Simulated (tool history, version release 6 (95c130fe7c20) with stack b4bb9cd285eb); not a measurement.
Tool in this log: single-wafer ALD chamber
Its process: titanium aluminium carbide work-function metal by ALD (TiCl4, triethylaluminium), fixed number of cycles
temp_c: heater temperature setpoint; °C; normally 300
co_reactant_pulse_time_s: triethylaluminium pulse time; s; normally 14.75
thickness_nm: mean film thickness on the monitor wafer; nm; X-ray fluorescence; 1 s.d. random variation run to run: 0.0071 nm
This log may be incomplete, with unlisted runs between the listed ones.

run	hour	temp_c	co_reactant_pulse_time_s	read-back reference wafer on the same gauge, thickness_nm	thickness_nm
1	0.0	292	13.17	2.011	1.776
2	23.2	288	14.75	2.011	1.755
3	47.9	288	14.75	2.010	1.760
4	65.5	291	10.92	2.009	1.736
5	91.6	291	10.92	2.010	1.723
6	110.2	291	10.92	2.010	1.704
7	136.8	311	14.75	2.010	1.910
8	156.4	294	10.27	2.010	1.722
9	184.1	294	10.27	2.011	1.708
10	201.7	294	10.27	2.011	1.703
11	233.8	300	14.75	2.010	1.833
12	266.4	300	14.75	2.010	1.857
13	284.3	294	10.27	2.010	1.685
# hour 306.8: showerhead replaced, of another model than before
14	320.0	307	18.76	2.011	1.912
15	336.8	305	9.06	2.011	1.431
16	354.0	300	14.75	2.011	1.813
17	389.8	304	11.58	2.010	1.693
# hour 410.9: thermocouple changed; heater temperature recalibrated
18	411.4	307	11.43	2.012	1.704
19	419.6	300	14.75	2.011	1.799
20	451.2	300	16.99	2.010	1.835
21	539.7	300	9.77	2.010	1.394
# hour 565.7: triethylaluminium bottle replaced
22	569.0	293	20.18	2.011	1.816
# hour 583.5: gauge calibrated
23	590.8	314	11.62	2.010	1.905
24	616.3	314	16.83	2.010	1.966
25	640.9	312	14.75	2.012	1.933
26	721.1	313	11.51	2.010	1.878
27	737.9	304	17.98	2.009	1.896
28	766.8	313	9.97	2.011	1.787
29	787.2	294	17.35	2.010	1.833
30	813.5	314	11.18	2.010	1.883
31	847.9	305	18.93	2.010	1.909
32	914.0	295	17.81	2.010	1.838
33	931.4	286	12.04	2.009	1.714

Consider 4 possible next runs. They are alternatives, not a sequence: every one starts from the tool as it was left by run 33. What does each give?
A	931.8	300	12.22	?	?
B	931.8	293	17.45	?	?
C	931.8	285	19.31	?	?
D	931.8	288	10.23	?	?

run	read-back reference wafer on the same gauge, thickness_nm	thickness_nm
A	2.009	1.829
B	2.009	1.831
C	2.009	1.776
D	2.009	1.649
Without the tool's hidden state the same runs would have given:
run	thickness_nm
A	1.838
B	1.832
C	1.777
D	1.667

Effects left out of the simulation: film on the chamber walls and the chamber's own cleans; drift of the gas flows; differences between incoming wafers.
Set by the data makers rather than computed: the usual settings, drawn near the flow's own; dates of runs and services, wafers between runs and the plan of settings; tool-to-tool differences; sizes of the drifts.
